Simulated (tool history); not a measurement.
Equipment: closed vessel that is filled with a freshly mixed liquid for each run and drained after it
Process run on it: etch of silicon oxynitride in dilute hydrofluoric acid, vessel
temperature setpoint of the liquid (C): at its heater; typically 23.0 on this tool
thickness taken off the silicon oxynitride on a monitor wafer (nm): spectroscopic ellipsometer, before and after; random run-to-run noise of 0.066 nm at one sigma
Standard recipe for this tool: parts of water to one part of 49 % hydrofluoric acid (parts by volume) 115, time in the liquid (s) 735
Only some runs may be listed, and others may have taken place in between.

run,day,temperature setpoint of the liquid (C),parts of water to one part of 49 % hydrofluoric acid (parts by volume),time in the liquid (s),"read-back film thickness of the silicon oxynitride reference wafer, read on the same gauge (nm)",thickness taken off the silicon oxynitride on a monitor wafer (nm)
1,0.000,23.0,115,735,120.00,19.76
2,1.650,23.0,115,735,120.01,19.61
3,2.362,23.0,115,735,120.00,19.69
4,2.988,23.0,145,735,120.00,15.35
5,3.296,23.0,145,735,120.01,15.21
6,3.717,23.0,145,735,119.97,15.19
7,4.204,21.0,115,735,119.98,17.97
8,4.846,23.0,115,735,120.00,19.74
9,5.533,23.0,150,735,119.98,14.63
10,6.158,23.0,150,735,120.01,14.64
11,6.562,23.0,150,735,120.01,14.61
12,7.296,23.0,115,735,120.00,20.00
13,7.921,19.5,145,1055,120.00,18.55
# day 8.146: gauge calibrated
14,8.338,23.0,165,885,120.00,15.83
15,9.062,23.0,115,1040,120.01,27.94
# day 10.062: thermometer replaced
# day 10.367: hydrofluoric acid flow meter replaced
16,10.429,18.5,150,1005,120.00,14.52
17,10.888,23.0,115,415,120.01,9.90
18,11.542,23.0,115,735,120.01,17.58
19,12.067,23.0,115,735,120.03,17.51
20,12.346,28.0,85,845,119.98,35.60
21,12.650,21.0,115,735,120.02,16.04
22,13.104,23.0,85,735,120.00,24.48
23,13.450,26.0,60,1145,120.00,63.81

Branching from run 23: 5 alternative next runs. What would each branch give?
A,13.488,25.0,115,735,?,?
B,13.488,27.0,165,735,?,?
C,13.488,21.0,80,935,?,?
D,13.488,19.5,150,990,?,?
E,13.488,23.0,155,735,?,?

run,"read-back film thickness of the silicon oxynitride reference wafer, read on the same gauge (nm)",thickness taken off the silicon oxynitride on a monitor wafer (nm)
A,120.01,19.30
B,120.01,14.10
C,120.01,30.01
D,120.01,14.98
E,120.01,12.64
Without the tool's unlogged condition, the same runs would have read:
run,thickness taken off the silicon oxynitride on a monitor wafer (nm)
A,19.08
B,13.95
C,29.66
D,14.81
E,12.50

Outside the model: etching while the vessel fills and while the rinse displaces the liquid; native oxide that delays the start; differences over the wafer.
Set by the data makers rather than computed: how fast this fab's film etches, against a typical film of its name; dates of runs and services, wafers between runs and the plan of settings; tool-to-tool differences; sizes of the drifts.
